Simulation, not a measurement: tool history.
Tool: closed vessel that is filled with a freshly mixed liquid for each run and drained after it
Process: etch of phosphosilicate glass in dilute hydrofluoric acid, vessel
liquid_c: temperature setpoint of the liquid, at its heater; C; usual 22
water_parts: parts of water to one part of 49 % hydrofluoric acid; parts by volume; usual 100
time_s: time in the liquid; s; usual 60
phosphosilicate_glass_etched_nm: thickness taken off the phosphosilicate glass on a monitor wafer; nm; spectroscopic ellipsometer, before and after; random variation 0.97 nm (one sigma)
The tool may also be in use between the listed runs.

run	hour	liquid_c	water_parts	time_s	wafers since the last listed run	hours since the thermometer was replaced	hours since the hydrofluoric acid flow meter was replaced	hours since the gauge calibration	read-back film thickness of the phosphosilicate glass reference wafer, read on the same gauge (nm)	phosphosilicate_glass_etched_nm
1	0	22	70	70	0	909.3	678.7	227.4	129.95	181.42
2	30.6	22	70	70	3719	939.9	709.3	258	130	185.11
3	100.4	22	100	60	8484	1009.7	779.1	327.8	130.01	104.92
4	146.8	22	100	60	5640	1056.1	825.5	374.2	129.95	106.98
5	210	22	100	60	7682	1119.3	888.7	437.4	130.03	107.65
6	275.1	22	100	60	7913	1184.4	953.8	502.5	130.03	105.93
# hour 342.7: hydrofluoric acid flow meter replaced
# hour 469.6: thermometer replaced
7	488.1	22	100	60	25649	18.5	145.4	715.5	130.03	105.72
8	516.9	22	100	60	3500	47.3	174.2	744.3	130	103.52
9	580.3	24	100	60	7706	110.7	237.6	807.7	129.98	111.81
10	621.3	24	100	60	4983	151.7	278.6	848.7	130.03	109.92
11	685.8	19	100	60	7840	216.2	343.1	913.2	129.99	92.26
12	726.7	22	100	90	4971	257.1	384	954.1	129.99	157.22
13	786.6	22	100	35	7281	317	443.9	1014	130.04	62.07
14	820.5	25	100	60	4120	350.9	477.8	1047.9	130	118.11
# hour 855.4: gauge calibrated
15	888.7	22	70	70	8290	419.1	546	33.3	130.02	183.03
16	932.6	20.5	140	85	5336	463	589.9	77.2	130.01	94.82
17	1048	24	85	85	14028	578.4	705.3	192.6	130.02	194.94
18	1107.8	24	115	35	7269	638.2	765.1	252.4	129.96	57.51
19	1146.8	22	100	60	4740	677.2	804.1	291.4	130.04	105.76
20	1182.9	22	100	60	4388	713.3	840.2	327.5	130.07	107.13
21	1223.3	22	100	60	4911	753.7	880.6	367.9	130.03	106.8
22	1273.9	22	100	60	6150	804.3	931.2	418.5	130.06	107.63
# hour 1275.5: hydrofluoric acid flow meter replaced
23	1353.4	22	75	80	9542	883.8	77.9	498	129.99	183.71
24	1417.9	19	75	60	7840	948.3	142.4	562.5	129.98	123.45
25	1466.6	22	135	60	5920	997	191.1	611.2	129.99	73.27
26	1516.8	24.5	150	60	6102	1047.2	241.3	661.4	129.95	72.46
27	1579.2	26	100	60	7585	1109.6	303.7	723.8	129.99	120.82
28	1649.6	22	85	60	8557	1180	374.1	794.2	129.98	124.41
# hour 1651.5: thermometer replaced
29	1697.9	19	140	60	5749	46.4	422.4	842.5	129.97	62.92
30	1766.8	22	125	70	8375	115.3	491.3	911.4	129.98	93.35
31	1836.3	22	150	60	8448	184.8	560.8	980.9	129.94	65.66
32	1878.1	20	100	75	5081	226.6	602.6	1022.7	130.01	123.62

How the hidden state differs across the entries between the runs, from the last listed run before each to the first after it:
Between runs 6 and 7: hydrofluoric acid flow meter replaced (hour 342.7); thermometer replaced (hour 469.6)
  hydrofluoric acid flow above the setpoint (%): 4.17 -> 1.09
  measured less the result without the state, phosphosilicate_glass_etched_nm: +4.71 -> +1.27 nm
Between runs 14 and 15: gauge calibrated (hour 855.4)
  hydrofluoric acid flow above the setpoint (%): 2.48 -> 2.77
  measured less the result without the state, phosphosilicate_glass_etched_nm: +3.21 -> +5.32 nm
Between runs 22 and 23: hydrofluoric acid flow meter replaced (hour 1275.5)
  hydrofluoric acid flow above the setpoint (%): 4.38 -> 0.466
  measured less the result without the state, phosphosilicate_glass_etched_nm: +5.02 -> +0.94 nm
Between runs 28 and 29: thermometer replaced (hour 1651.5)
  hydrofluoric acid flow above the setpoint (%): 1.7 -> 1.91
  measured less the result without the state, phosphosilicate_glass_etched_nm: +2.29 -> +1.34 nm
